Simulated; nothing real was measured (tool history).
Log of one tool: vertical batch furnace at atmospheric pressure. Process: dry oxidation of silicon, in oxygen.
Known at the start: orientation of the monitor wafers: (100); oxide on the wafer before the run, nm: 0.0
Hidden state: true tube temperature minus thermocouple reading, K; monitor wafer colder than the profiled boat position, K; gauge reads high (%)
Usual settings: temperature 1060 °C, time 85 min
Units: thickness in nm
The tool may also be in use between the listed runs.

run,day,temperature,time,wafers since the last listed run,hours since the last temperature calibration,hours since the boat lift was adjusted,hours since the gauge calibration,"read-back reference wafer on the same gauge, thickness",thickness
1,0,1060,96,0,4063.1,1237,1074.3,99.93,114.21
2,2.125,1060,85,465,4114.1,1288,1125.3,100,105.55
3,4.508,1060,85,521,4171.3,1345.2,1182.5,99.92,105.38
4,5.921,1060,85,309,4205.2,1379.1,1216.4,100.09,105.72
5,7.712,1068,85,392,4248.2,1422.1,1259.4,100,112.45
6,9.975,1068,85,495,4302.5,1476.4,1313.7,100,113.02
7,11.762,1077,113.5,391,4345.4,1519.3,1356.6,100.01,144.44
8,12.796,1077,113.5,226,4370.2,1544.1,1381.4,100.07,144.65
9,14.238,1065,85,315,4404.8,1578.7,1416,100.01,109.66
10,15.858,1060,85,354,4443.7,1617.6,1454.9,100.06,105.53
11,18.662,1060,85,613,4511,1684.9,1522.2,99.99,105.75
12,20.538,1074,85,410,4556,1729.9,1567.2,100.02,117.85
13,22.5,1060,105.5,429,4603.1,1777,1614.3,100.05,122.14
14,24.25,1060,85,383,4645.1,1819,1656.3,100.05,105.83
15,26.862,1060,85,572,4707.8,1881.7,1719,99.93,105.93
16,29.412,1046,85,558,4769,1942.9,1780.2,100.07,94.59
# day 32.858: thermocouples replaced and temperature profile calibrated
17,32.879,1046,85,540,0.5,2026.1,1863.4,100,94.5
18,33.917,1048,109,227,25.4,2051,1888.3,99.88,112.85
# day 35.812: boat lift adjusted
19,36,1048,109,237,75.4,4.5,1938.3,100.04,112.76
# day 36.421: gauge calibrated
20,37.704,1049,47,373,116.3,45.4,30.8,99.89,65.99
21,39.433,1044,85,378,157.8,86.9,72.3,100,92.83
22,42.275,1060,85,622,226,155.1,140.5,99.93,105.65
23,45,1060,121.5,596,291.4,220.5,205.9,100.01,132.84
24,46.383,1081,85,302,324.6,253.7,239.1,99.96,123.84
25,48.342,1050,58.5,428,371.6,300.7,286.1,100.07,76.38
26,55.754,1060,64.5,1622,549.5,478.6,464,99.99,88.75
27,56.883,1060,85,247,576.6,505.7,491.1,99.91,105.67
28,58.625,1072,42.5,381,618.4,547.5,532.9,99.9,74.9
29,61.567,1048,66.5,644,689,618.1,603.5,100.04,81.78
30,63.092,1074,106.5,333,725.6,654.7,640.1,99.84,135.65
31,64.992,1079,100.5,416,771.2,700.3,685.7,99.99,135.87
32,67.479,1060,117.5,544,830.9,760,745.4,100.01,130.33
33,70.179,1049,49,591,895.7,824.8,810.2,100.02,67.74
34,71.192,1067,113,221,920,849.1,834.5,99.99,134.05
35,73.454,1060,85,495,974.3,903.4,888.8,99.94,105.84
36,76.388,1079,113.5,642,1044.7,973.8,959.2,100.01,146.46
37,78.496,1054,116.5,461,1095.3,1024.4,1009.8,100.04,123.52
38,81.054,1065,85,560,1156.7,1085.8,1071.2,100.02,110.32

Forecast each of these 3 alternatives for the next run:
A,81.262,1060,85,45,1161.7,1090.8,1076.2,?,?
B,81.262,1044,103.5,45,1161.7,1090.8,1076.2,?,?
C,81.262,1076,70.5,45,1161.7,1090.8,1076.2,?,?

run,"read-back reference wafer on the same gauge, thickness",thickness
A,99.98,105.77
B,99.98,105.7
C,99.98,106.17
Without the tool's hidden state the same runs would have given:
run,thickness
A,105.77
B,105.7
C,106.17

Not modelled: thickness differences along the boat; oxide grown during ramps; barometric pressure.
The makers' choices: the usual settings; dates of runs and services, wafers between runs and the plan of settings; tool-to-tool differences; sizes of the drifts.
